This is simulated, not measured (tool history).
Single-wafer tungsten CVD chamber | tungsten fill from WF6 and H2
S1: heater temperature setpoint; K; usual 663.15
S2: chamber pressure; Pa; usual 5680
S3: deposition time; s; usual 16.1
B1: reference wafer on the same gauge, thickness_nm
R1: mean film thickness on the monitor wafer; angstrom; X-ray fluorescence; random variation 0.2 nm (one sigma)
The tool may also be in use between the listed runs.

| run | day | S1 | S2 | S3 | B1 | R1 |
|---|---|---|---|---|---|---|
| 1 | 0.000 | 663.15 | 5680 | 16.1 | 41.209 | 510.12 |
| 2 | 0.588 | 663.15 | 5680 | 16.1 | 41.199 | 511.05 |
| 3 | 1.083 | 663.15 | 5680 | 17.0 | 41.202 | 535.05 |
| 4 | 1.671 | 663.15 | 5680 | 17.0 | 41.212 | 532.53 |
| 5 | 2.171 | 663.15 | 5680 | 17.0 | 41.207 | 539.42 |
| 6 | 2.592 | 663.15 | 5680 | 16.1 | 41.193 | 510.88 |
| 7 | 3.154 | 663.15 | 5680 | 16.1 | 41.188 | 511.94 |
|  | 4.054 | thermocouple changed; heater temperature recalibrated |
| 8 | 4.075 | 668.15 | 5680 | 14.1 | 41.202 | 439.83 |
| 9 | 4.450 | 668.15 | 5680 | 14.1 | 41.207 | 437.00 |
| 10 | 4.762 | 663.15 | 5680 | 16.1 | 41.217 | 457.93 |
|  | 5.404 | capacitance manometer re-zeroed and calibrated |
| 11 | 5.425 | 663.15 | 5160 | 13.1 | 41.170 | 359.44 |
| 12 | 5.500 | 663.15 | 5680 | 16.1 | 41.162 | 459.74 |
| 13 | 5.754 | 658.15 | 5680 | 14.8 | 41.200 | 387.92 |
| 14 | 6.404 | 655.15 | 5680 | 17.1 | 41.218 | 426.37 |
|  | 6.546 | gauge calibrated |
|  | 6.754 | showerhead replaced |
| 15 | 6.775 | 673.15 | 6146 | 16.1 | 41.210 | 560.10 |
| 16 | 7.017 | 671.15 | 6159 | 16.1 | 41.204 | 545.83 |
| 17 | 7.758 | 675.15 | 4866 | 17.8 | 41.210 | 582.17 |
| 18 | 8.312 | 663.15 | 5680 | 16.1 | 41.203 | 460.18 |
| 19 | 8.596 | 663.15 | 5680 | 13.5 | 41.206 | 387.01 |
| 20 | 9.158 | 670.15 | 6706 | 17.9 | 41.191 | 617.72 |
| 21 | 9.546 | 672.15 | 6613 | 15.0 | 41.205 | 534.49 |

What the log doesn't show, run by run:
true pressure above the setpoint (%): 0 in every run
gauge reads high (%): 0 in every run
H1: wafer temperature above the value expected at the setpoint (K)
| run | H1 |
|---|---|
| 1 | 6.58 |
| 2 | 6.66 |
| 3 | 6.73 |
| 4 | 6.81 |
| 5 | 6.88 |
| 6 | 6.93 |
| 7 | 7.01 |
| 8 | 0.378 |
| 9 | 0.429 |
| 10 | 0.472 |
| 11 | 0.562 |
| 12 | 0.572 |
| 13 | 0.607 |
| 14 | 0.695 |
| 15 | 0.746 |
| 16 | 0.779 |
| 17 | 0.88 |
| 18 | 0.956 |
| 19 | 0.994 |
| 20 | 1.07 |
| 21 | 1.12 |
